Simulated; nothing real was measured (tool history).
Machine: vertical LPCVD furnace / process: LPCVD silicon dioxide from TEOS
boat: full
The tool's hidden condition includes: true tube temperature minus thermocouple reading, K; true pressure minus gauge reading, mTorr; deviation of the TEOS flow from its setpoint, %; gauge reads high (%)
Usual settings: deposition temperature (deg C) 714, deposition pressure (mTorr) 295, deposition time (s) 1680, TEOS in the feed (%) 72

run,hour,deposition temperature (deg C),deposition pressure (mTorr),deposition time (s),TEOS in the feed (%),wafers since the last listed run,hours since the last temperature calibration,hours since the pressure gauge was zeroed,hours since the TEOS flow controller was replaced,hours since the gauge calibration,"read-back reference wafer on the same gauge, thickness",film thickness on the monitor wafer in the middle of the boat (Å)
1,0,714,295,1680,72,0,2322.5,5114.5,4440.5,179.1,262.84,3437.3
2,39.4,714,295,1680,72,642,2361.9,5153.9,4479.9,218.5,262.96,3434.2
3,57.3,714,295,1410,72,292,2379.8,5171.8,4497.8,236.4,262.9,2890.3
4,75.3,714,295,1410,72,293,2397.8,5189.8,4515.8,254.4,262.97,2893
5,94.2,714,295,1680,72,308,2416.7,5208.7,4534.7,273.3,262.79,3450.5
6,103,714,295,1680,72,143,2425.5,5217.5,4543.5,282.1,262.93,3439.7
7,116.8,714,295,1680,82,225,2439.3,5231.3,4557.3,295.9,263.12,3680.5
8,130.6,714,295,1680,82,225,2453.1,5245.1,4571.1,309.7,263.02,3672
9,150.6,714,295,1680,82,326,2473.1,5265.1,4591.1,329.7,263.08,3664.9
# hour 170.4: gauge calibrated
10,170.5,714,295,1680,72,324,2493,5285,4611,0.1,262.85,3450.7
11,177.4,714,295,1680,72,112,2499.9,5291.9,4617.9,7,263.07,3433.4
12,186.7,714,295,2100,72,151,2509.2,5301.2,4627.2,16.3,262.73,4302.2
13,204.5,714,295,2100,72,290,2527,5319,4645,34.1,263.03,4313.7
# hour 231.8: pressure gauge zeroed
14,234.7,722,295,1680,65,101,2557.2,2.9,4675.2,64.3,262.79,3921.9
# hour 264.5: thermocouples replaced and temperature profile calibrated
15,265,714,295,1680,72,102,0.5,33.2,4705.5,94.6,262.9,3108.7
16,269.8,722,250,2280,78,78,5.3,38,4710.3,99.4,262.72,4862.1
17,274.6,704,360,1500,60,78,10.1,42.8,4715.1,104.2,263.04,2247.4
# hour 305.9: TEOS flow controller replaced
18,306.4,718,355,1680,72,127,41.9,74.6,0.5,136,262.97,3771.7
19,311.1,714,295,1680,72,76,46.6,79.3,5.2,140.7,263.11,3130.3
20,315.9,725,295,1680,72,78,51.4,84.1,10,145.5,263.03,4008.6
21,322.6,714,295,1680,60,109,58.1,90.8,16.7,152.2,262.87,2863.6
22,340.3,714,295,1140,72,288,75.8,108.5,34.4,169.9,263.15,2139.7
23,348.6,714,340,2160,62,135,84.1,116.8,42.7,178.2,262.85,4006.9
24,366.9,714,295,1680,72,298,102.4,135.1,61,196.5,263.15,3149.9
25,381.7,714,295,1920,72,241,117.2,149.9,75.8,211.3,262.88,3603.3
26,390.5,714,295,1680,72,143,126,158.7,84.6,220.1,263.01,3166.5

How would selected steps in film thickness on the monitor wafer in the middle of the boat (Å) from run to run divide? Give the signed amount a tool lacking its hidden state would still show from settings, what came in and random variation, and the signed amount left for the hidden state, including any gauge scatter that is not in both of the compared results.
Run 11 -> 12: deposition time (s) 1680 -> 2100. film thickness on the monitor wafer in the middle of the boat (Å) +868.8: hidden state +85.5, all else +783.3.
Run 14 -> 15: deposition temperature (deg C) 722 -> 714, TEOS in the feed (%) 65 -> 72, thermocouples replaced and temperature profile calibrated. film thickness on the monitor wafer in the middle of the boat (Å) -813.2: hidden state -365.6, all else -447.6.
Run 16 -> 17: deposition temperature (deg C) 722 -> 704, deposition pressure (mTorr) 250 -> 360, deposition time (s) 2280 -> 1500, TEOS in the feed (%) 78 -> 60. film thickness on the monitor wafer in the middle of the boat (Å) -2614.7: hidden state -11.9, all else -2602.8.
Run 22 -> 23: deposition pressure (mTorr) 295 -> 340, deposition time (s) 1140 -> 2160, TEOS in the feed (%) 72 -> 62. film thickness on the monitor wafer in the middle of the boat (Å) +1867.2: hidden state +26.2, all else +1841.
